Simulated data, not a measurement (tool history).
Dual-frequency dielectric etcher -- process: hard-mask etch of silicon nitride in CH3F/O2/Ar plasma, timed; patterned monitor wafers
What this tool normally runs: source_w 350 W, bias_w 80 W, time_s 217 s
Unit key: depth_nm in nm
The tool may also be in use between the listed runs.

| run | hour | source_w | bias_w | time_s | wafers since the last listed run | hours since the last wet clean | hours since the last source power generator calibration | hours since the last bias power generator calibration | hours since the last upper electrode change | hours since the gauge calibration | read-back reference wafer on the same gauge, depth_nm | depth_nm |
|---|---|---|---|---|---|---|---|---|---|---|---|---|
| 1 | 0.0 | 370 | 80 | 217 | 0 | 211.2 | 3334.0 | 4777.1 | 2348.4 | 188.8 | 175.0 | 153.3 |
| 2 | 9.1 | 370 | 80 | 217 | 59 | 220.3 | 3343.1 | 4786.2 | 2357.5 | 197.9 | 175.0 | 153.0 |
| 3 | 24.8 | 350 | 80 | 217 | 102 | 236.0 | 3358.8 | 4801.9 | 2373.2 | 213.6 | 175.0 | 150.9 |
| 4 | 36.5 | 350 | 80 | 217 | 76 | 247.7 | 3370.5 | 4813.6 | 2384.9 | 225.3 | 174.9 | 151.1 |
| 5 | 53.0 | 400 | 80 | 217 | 107 | 264.2 | 3387.0 | 4830.1 | 2401.4 | 241.8 | 175.0 | 156.1 |
| 6 | 61.0 | 400 | 80 | 217 | 52 | 272.2 | 3395.0 | 4838.1 | 2409.4 | 249.8 | 175.1 | 155.8 |
| 7 | 75.1 | 400 | 80 | 217 | 91 | 286.3 | 3409.1 | 4852.2 | 2423.5 | 263.9 | 175.0 | 156.1 |
| 8 | 105.6 | 350 | 71 | 217 | 198 | 316.8 | 3439.6 | 4882.7 | 2454.0 | 294.4 | 175.0 | 140.7 |
| 9 | 115.1 | 350 | 71 | 217 | 61 | 326.3 | 3449.1 | 4892.2 | 2463.5 | 303.9 | 175.0 | 140.5 |
| 10 | 129.6 | 350 | 87 | 243 | 94 | 340.8 | 3463.6 | 4906.7 | 2478.0 | 318.4 | 175.0 | 177.1 |
| 11 | 137.4 | 350 | 80 | 217 | 50 | 348.6 | 3471.4 | 4914.5 | 2485.8 | 326.2 | 174.9 | 150.5 |
| 12 | 143.7 | 350 | 80 | 217 | 41 | 354.9 | 3477.7 | 4920.8 | 2492.1 | 332.5 | 174.9 | 150.9 |
| 13 | 154.6 | 350 | 80 | 217 | 70 | 365.8 | 3488.6 | 4931.7 | 2503.0 | 343.4 | 175.0 | 150.1 |
| 14 | 169.2 | 350 | 80 | 217 | 95 | 380.4 | 3503.2 | 4946.3 | 2517.6 | 358.0 | 174.9 | 150.7 |
| 15 | 186.2 | 270 | 63 | 159 | 110 | 397.4 | 3520.2 | 4963.3 | 2534.6 | 375.0 | 174.9 | 89.7 |
|  | 190.7 | source power generator calibrated |
|  | 224.4 | upper electrode replaced |
| 16 | 224.9 | 420 | 87 | 191 | 69 | 436.1 | 34.2 | 5002.0 | 0.5 | 413.7 | 175.0 | 144.8 |
| 17 | 225.3 | 350 | 80 | 217 | 2 | 436.5 | 34.6 | 5002.4 | 0.9 | 414.1 | 175.1 | 150.2 |
| 18 | 239.2 | 430 | 96 | 217 | 90 | 450.4 | 48.5 | 5016.3 | 14.8 | 428.0 | 175.1 | 174.5 |
| 19 | 256.9 | 350 | 94 | 217 | 115 | 468.1 | 66.2 | 5034.0 | 32.5 | 445.7 | 175.0 | 164.3 |
| 20 | 264.0 | 350 | 71 | 217 | 46 | 475.2 | 73.3 | 5041.1 | 39.6 | 452.8 | 175.0 | 140.1 |
| 21 | 276.9 | 410 | 100 | 272 | 84 | 488.1 | 86.2 | 5054.0 | 52.5 | 465.7 | 175.1 | 220.7 |
|  | 284.0 | bias power generator calibrated |
|  | 312.6 | gauge calibrated |
|  | 320.7 | wet clean of the chamber |
| 22 | 326.8 | 390 | 74 | 217 | 142 | 6.1 | 136.1 | 42.8 | 102.4 | 14.2 | 175.0 | 149.9 |
| 23 | 335.9 | 300 | 72 | 192 | 59 | 15.2 | 145.2 | 51.9 | 111.5 | 23.3 | 175.1 | 122.6 |
| 24 | 351.1 | 390 | 64 | 217 | 98 | 30.4 | 160.4 | 67.1 | 126.7 | 38.5 | 175.1 | 136.9 |
| 25 | 357.6 | 290 | 95 | 217 | 42 | 36.9 | 166.9 | 73.6 | 133.2 | 45.0 | 175.0 | 160.4 |
| 26 | 392.2 | 410 | 97 | 156 | 225 | 71.5 | 201.5 | 108.2 | 167.8 | 79.6 | 175.1 | 126.3 |
| 27 | 406.4 | 410 | 87 | 217 | 92 | 85.7 | 215.7 | 122.4 | 182.0 | 93.8 | 175.1 | 165.6 |

What does the tool deliver on the next run?
| 28 | 423.2 | 270 | 63 | 159 | 109 | 102.5 | 232.5 | 139.2 | 198.8 | 110.6 | ? | ? |

Run 28 came out at read-back reference wafer on the same gauge, depth_nm 175.0, depth_nm 90.9 nm.
Without the tool's hidden state the same run would have given depth_nm 91.0 nm.

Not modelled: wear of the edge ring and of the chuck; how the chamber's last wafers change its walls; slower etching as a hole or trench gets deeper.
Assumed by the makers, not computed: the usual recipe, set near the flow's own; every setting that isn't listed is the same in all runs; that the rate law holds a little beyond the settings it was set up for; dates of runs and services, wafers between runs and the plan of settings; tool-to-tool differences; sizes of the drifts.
